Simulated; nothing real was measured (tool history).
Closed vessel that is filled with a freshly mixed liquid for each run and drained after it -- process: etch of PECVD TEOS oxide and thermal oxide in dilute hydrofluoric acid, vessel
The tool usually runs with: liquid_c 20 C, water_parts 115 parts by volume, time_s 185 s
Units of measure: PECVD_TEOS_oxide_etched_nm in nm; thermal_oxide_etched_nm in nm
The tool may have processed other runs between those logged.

run,hour,liquid_c,water_parts,time_s,"read-back film thickness of the PECVD TEOS oxide reference wafer, read on the same gauge (nm)","read-back film thickness of the thermal oxide reference wafer, read on the same gauge (nm)",PECVD_TEOS_oxide_etched_nm,thermal_oxide_etched_nm
1,0,20,115,185,59.96,39.99,16.19,6.4
2,30.9,18,115,125,60.01,39.99,10.27,4
3,95.1,23,115,185,60.02,40.01,18.43,7.34
4,120.1,20,100,220,60.01,40.01,22.76,9.01
5,145.3,20,160,185,59.97,40,11.4,4.44
6,210.6,20,160,185,60.01,40.01,11.36,4.45
# hour 239.1: gauge calibrated
7,242,20,115,185,60,40,16.32,6.52
# hour 273.1: thermometer replaced
8,281.3,23,115,185,59.99,40,18.81,7.35
9,312.6,20,135,185,59.99,39.99,13.86,5.36
10,362.1,17,115,185,59.99,39.97,14.55,5.78
11,386.6,20,115,185,60.02,40.02,16.66,6.41
12,446.6,21.5,115,185,59.98,39.99,17.98,6.97
13,488,20,115,90,60.02,40,8.18,3.2
14,529.8,20,115,185,60.01,40.01,16.8,6.53
15,598.8,25,70,185,60,40.01,35.37,14.13
16,631.7,20,115,185,59.98,39.99,16.88,6.64
17,667.6,17,100,250,60.02,40,23.34,9.25
18,733.8,20,115,275,60.01,40,25.06,9.8
19,762,20,115,185,60.02,40.01,16.78,6.67
20,830.1,17.5,115,100,59.99,40,8.33,3.26
21,879.6,17,135,150,60.04,39.99,10.19,4.01
22,918,17,170,155,60.02,40,8.16,3.14
23,950.5,20,115,285,60.01,40,26.19,10.24
24,999.7,20,115,185,59.97,40.01,17.11,6.6
25,1036.2,20,65,185,60.01,40,31.99,12.62
26,1082.3,21.5,160,185,60,39.99,12.44,4.92
27,1109,23,115,155,59.99,40,16.05,6.33

Below, some changes in PECVD_TEOS_oxide_etched_nm between adjacent runs. For each, the amount present without the hidden state too (settings, incoming material, random variation) and the amount remaining for the hidden state with gauge scatter not shared by both compared results:
What the log doesn't record here: liquid hotter than its thermometer reads (K); hydrofluoric acid flow above the setpoint (%); gauge reads high (%).
Run 14 -> 15: liquid_c 20 -> 25, water_parts 115 -> 70. PECVD_TEOS_oxide_etched_nm +18.57 nm: hidden state +0.62, all else +17.95.
Run 22 -> 23: liquid_c 17 -> 20, water_parts 170 -> 115, time_s 155 -> 285. PECVD_TEOS_oxide_etched_nm +18.03 nm: hidden state +0.83, all else +17.2.
Run 25 -> 26: liquid_c 20 -> 21.5, water_parts 65 -> 160. PECVD_TEOS_oxide_etched_nm -19.55 nm: hidden state -0.85, all else -18.7.

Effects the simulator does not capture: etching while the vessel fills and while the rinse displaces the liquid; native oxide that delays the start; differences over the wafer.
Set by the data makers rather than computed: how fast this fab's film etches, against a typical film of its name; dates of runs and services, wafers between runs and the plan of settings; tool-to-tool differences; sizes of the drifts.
